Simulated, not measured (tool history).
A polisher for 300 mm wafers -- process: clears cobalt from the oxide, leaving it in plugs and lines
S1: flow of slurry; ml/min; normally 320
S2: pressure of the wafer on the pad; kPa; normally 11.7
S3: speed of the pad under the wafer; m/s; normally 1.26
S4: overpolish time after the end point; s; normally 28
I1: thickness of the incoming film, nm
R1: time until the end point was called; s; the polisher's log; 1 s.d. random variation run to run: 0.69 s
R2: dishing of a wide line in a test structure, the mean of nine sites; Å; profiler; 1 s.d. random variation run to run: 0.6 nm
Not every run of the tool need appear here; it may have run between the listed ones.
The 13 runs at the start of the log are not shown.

run 14 hour=170.8 | S1=375 S2=11.7 S3=1.26 S4=28 | I1=237.6 | R1=44.6 R2=486
-- hour=172.7 slurry nozzle cleaned
run 15 hour=183.4 | S1=375 S2=11.7 S3=1.26 S4=28 | I1=244 | R1=47.3 R2=480
run 16 hour=191.5 | S1=375 S2=11.7 S3=1.26 S4=28 | I1=237.4 | R1=46.1 R2=488
-- hour=206 worn pad replaced by a new one
run 17 hour=206.5 | S1=320 S2=11.7 S3=1.26 S4=28 | I1=237.3 | R1=43.2 R2=493
-- hour=241.6 head pressure recalibrated
run 18 hour=257 | S1=240 S2=11.7 S3=1.26 S4=28 | I1=238.5 | R1=46.5 R2=479
run 19 hour=269.6 | S1=320 S2=11.7 S3=1.26 S4=28 | I1=243.1 | R1=48.1 R2=481
-- hour=283.4 worn pad replaced by a new one
run 20 hour=284.6 | S1=365 S2=13.8 S3=1.52 S4=35 | I1=242.1 | R1=33.7 R2=535
run 21 hour=301.9 | S1=280 S2=11.7 S3=0.92 S4=28 | I1=235.5 | R1=58 R2=450
run 22 hour=309 | S1=215 S2=11.7 S3=1.62 S4=28 | I1=237.4 | R1=38.7 R2=503
run 23 hour=337.8 | S1=320 S2=11.7 S3=1.26 S4=38 | I1=237.3 | R1=46.3 R2=510
run 24 hour=344.5 | S1=225 S2=15.2 S3=0.82 S4=43 | I1=237.3 | R1=56.2 R2=513
run 25 hour=352.3 | S1=320 S2=9.7 S3=1.38 S4=35 | I1=241.2 | R1=50.1 R2=512
-- hour=359 worn pad replaced by a new one
run 26 hour=359.5 | S1=265 S2=11.7 S3=1.26 S4=28 | I1=243 | R1=44 R2=481
run 27 hour=367.3 | S1=320 S2=10.3 S3=1.26 S4=12 | I1=239.3 | R1=48.1 R2=338
run 28 hour=381 | S1=320 S2=11.7 S3=1.26 S4=28 | I1=239.6 | R1=44.9 R2=490
run 29 hour=388.5 | S1=230 S2=9.7 S3=0.92 S4=36 | I1=236.7 | R1=69.8 R2=468
run 30 hour=400.2 | S1=215 S2=14.5 S3=1.26 S4=39 | I1=242.6 | R1=42.9 R2=517
run 31 hour=408.1 | S1=265 S2=11.7 S3=1.26 S4=28 | I1=241.2 | R1=47.1 R2=476
run 32 hour=423.4 | S1=320 S2=15.2 S3=1.26 S4=28 | I1=241.1 | R1=39.6 R2=508

Branching from run 32: 5 alternative next runs. What would each branch give?
run A hour=423.8 | S1=320 S2=11.7 S3=1.26 S4=28 | I1=240.9 | R1=? R2=?
run B hour=423.8 | S1=260 S2=7.6 S3=1.26 S4=39 | I1=240.9 | R1=? R2=?
run C hour=423.8 | S1=320 S2=13.1 S3=1.46 S4=28 | I1=240.9 | R1=? R2=?
run D hour=423.8 | S1=320 S2=8.3 S3=1.52 S4=16 | I1=240.9 | R1=? R2=?
run E hour=423.8 | S1=275 S2=7.6 S3=1.48 S4=20 | I1=240.9 | R1=? R2=?

run=A R1=47.6 R2=484
run=B R1=64.4 R2=490
run=C R1=39 R2=503
run=D R1=51.2 R2=384
run=E R1=56 R2=409
With no hidden state in the tool, these same runs would have given:
run=A R1=43.8 R2=494
run=B R1=59.3 R2=498
run=C R1=35.9 R2=510
run=D R1=47.1 R2=399
run=E R1=51.6 R2=424

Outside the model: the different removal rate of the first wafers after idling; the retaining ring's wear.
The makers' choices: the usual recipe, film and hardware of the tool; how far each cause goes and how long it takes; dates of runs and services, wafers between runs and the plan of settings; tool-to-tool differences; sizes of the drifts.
